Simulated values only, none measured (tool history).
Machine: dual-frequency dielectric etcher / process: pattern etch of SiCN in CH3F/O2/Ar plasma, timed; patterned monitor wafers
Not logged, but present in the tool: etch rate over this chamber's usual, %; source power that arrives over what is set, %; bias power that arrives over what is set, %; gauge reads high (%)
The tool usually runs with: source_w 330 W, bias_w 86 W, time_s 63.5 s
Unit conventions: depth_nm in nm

| run | hour | source_w | bias_w | time_s | wafers since the last listed run | hours since the last wet clean | hours since the last source power generator calibration | hours since the last bias power generator calibration | hours since the last upper electrode change | hours since the gauge calibration | read-back reference wafer on the same gauge, depth_nm | depth_nm |
|---|---|---|---|---|---|---|---|---|---|---|---|---|
| 1 | 0.0 | 330 | 86 | 63.5 | 0 | 446.4 | 2151.6 | 4727.6 | 1994.1 | 113.4 | 23.11 | 21.18 |
| 2 | 24.1 | 380 | 86 | 63.5 | 298 | 470.5 | 2175.7 | 4751.7 | 2018.2 | 137.5 | 23.10 | 21.95 |
| 3 | 58.8 | 380 | 86 | 63.5 | 429 | 505.2 | 2210.4 | 4786.4 | 2052.9 | 172.2 | 23.08 | 21.75 |
| 4 | 92.2 | 330 | 86 | 63.5 | 413 | 538.6 | 2243.8 | 4819.8 | 2086.3 | 205.6 | 23.09 | 21.09 |
| 5 | 108.1 | 330 | 86 | 63.5 | 196 | 554.5 | 2259.7 | 4835.7 | 2102.2 | 221.5 | 23.06 | 20.96 |
| 6 | 122.8 | 330 | 86 | 63.5 | 181 | 569.2 | 2274.4 | 4850.4 | 2116.9 | 236.2 | 23.12 | 21.11 |
| 7 | 135.0 | 330 | 86 | 63.5 | 150 | 581.4 | 2286.6 | 4862.6 | 2129.1 | 248.4 | 23.11 | 21.08 |
| 8 | 170.5 | 330 | 92 | 63.5 | 439 | 616.9 | 2322.1 | 4898.1 | 2164.6 | 283.9 | 23.09 | 21.31 |
| 9 | 185.6 | 330 | 86 | 63.5 | 186 | 632.0 | 2337.2 | 4913.2 | 2179.7 | 299.0 | 23.10 | 20.95 |
|  | 189.7 | bias power generator calibrated |
| 10 | 201.1 | 390 | 72 | 71.0 | 142 | 647.5 | 2352.7 | 11.4 | 2195.2 | 314.5 | 23.11 | 23.17 |
|  | 210.7 | source power generator calibrated |
|  | 234.8 | wet clean of the chamber |
| 11 | 235.3 | 290 | 74 | 63.5 | 76 | 0.5 | 24.6 | 45.6 | 2229.4 | 348.7 | 23.11 | 20.36 |
| 12 | 235.6 | 280 | 92 | 63.5 | 3 | 0.8 | 24.9 | 45.9 | 2229.7 | 349.0 | 23.09 | 21.45 |
| 13 | 249.3 | 330 | 92 | 78.0 | 169 | 14.5 | 38.6 | 59.6 | 2243.4 | 362.7 | 23.14 | 27.34 |
|  | 276.3 | gauge calibrated |
|  | 281.1 | upper electrode replaced |
| 14 | 281.6 | 410 | 86 | 81.5 | 102 | 46.8 | 70.9 | 91.9 | 0.5 | 5.3 | 23.14 | 29.13 |
| 15 | 300.4 | 330 | 79 | 63.5 | 232 | 65.6 | 89.7 | 110.7 | 19.3 | 24.1 | 23.11 | 21.30 |
| 16 | 313.5 | 250 | 68 | 63.5 | 162 | 78.7 | 102.8 | 123.8 | 32.4 | 37.2 | 23.08 | 19.30 |

For run 17, what comes out?
| 17 | 332.2 | 280 | 108 | 68.5 | 231 | 97.4 | 121.5 | 142.5 | 51.1 | 55.9 | ? | ? |

Run 17 measured read-back reference wafer on the same gauge, depth_nm 23.11, depth_nm 24.01 nm.
With no hidden state in the tool, this same run would have given depth_nm 24.43 nm.

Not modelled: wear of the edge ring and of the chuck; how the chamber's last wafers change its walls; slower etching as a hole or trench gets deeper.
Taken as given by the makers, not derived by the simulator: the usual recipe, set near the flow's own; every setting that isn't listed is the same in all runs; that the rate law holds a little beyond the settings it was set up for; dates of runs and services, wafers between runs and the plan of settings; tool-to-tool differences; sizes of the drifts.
